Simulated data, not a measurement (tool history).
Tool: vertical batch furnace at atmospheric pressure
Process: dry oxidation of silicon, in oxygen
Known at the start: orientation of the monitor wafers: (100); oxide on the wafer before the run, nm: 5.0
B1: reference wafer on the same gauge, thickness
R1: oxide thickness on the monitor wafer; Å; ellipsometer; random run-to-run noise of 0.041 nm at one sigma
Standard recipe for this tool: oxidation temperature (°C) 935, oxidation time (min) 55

run 1 day=0 | oxidation_temperature_(°C)=935 oxidation_time_(min)=55 | B1=23 | R1=272.4
run 2 day=0.383 | oxidation_temperature_(°C)=935 oxidation_time_(min)=55 | B1=23 | R1=272.9
run 3 day=0.925 | oxidation_temperature_(°C)=935 oxidation_time_(min)=55 | B1=23 | R1=272.3
run 4 day=1.425 | oxidation_temperature_(°C)=935 oxidation_time_(min)=55 | B1=22.99 | R1=272.5
run 5 day=2.121 | oxidation_temperature_(°C)=935 oxidation_time_(min)=55 | B1=23.02 | R1=273.9
run 6 day=2.4 | oxidation_temperature_(°C)=935 oxidation_time_(min)=55 | B1=22.99 | R1=273.1
-- day=2.867 gauge calibrated
run 7 day=3.017 | oxidation_temperature_(°C)=948 oxidation_time_(min)=55 | B1=23.01 | R1=309.5
run 8 day=3.492 | oxidation_temperature_(°C)=925 oxidation_time_(min)=65 | B1=23.01 | R1=276.8
run 9 day=3.775 | oxidation_temperature_(°C)=935 oxidation_time_(min)=55 | B1=23.01 | R1=273
-- day=4.871 boat lift adjusted
-- day=5.642 thermocouples replaced and temperature profile calibrated
run 10 day=5.8 | oxidation_temperature_(°C)=925 oxidation_time_(min)=55 | B1=23.01 | R1=249.9
run 11 day=6.288 | oxidation_temperature_(°C)=943 oxidation_time_(min)=63 | B1=23 | R1=321.1
run 12 day=6.771 | oxidation_temperature_(°C)=950 oxidation_time_(min)=28.5 | B1=23 | R1=215.1
run 13 day=7.058 | oxidation_temperature_(°C)=935 oxidation_time_(min)=35 | B1=23 | R1=208.9
run 14 day=7.8 | oxidation_temperature_(°C)=935 oxidation_time_(min)=80.5 | B1=23 | R1=346.5

3 options for the next run, each taken on its own from the tool as it stands now. Forecast them:
run A day=7.979 | oxidation_temperature_(°C)=935 oxidation_time_(min)=55 | B1=? | R1=?
run B day=7.979 | oxidation_temperature_(°C)=913 oxidation_time_(min)=73.5 | B1=? | R1=?
run C day=7.979 | oxidation_temperature_(°C)=951 oxidation_time_(min)=31.5 | B1=? | R1=?

run=A B1=23.01 R1=272.9
run=B B1=23.01 R1=267.5
run=C B1=23.01 R1=229.7
Had the tool no hidden state, the same runs would have come out as:
run=A R1=272.9
run=B R1=267.5
run=C R1=229.7
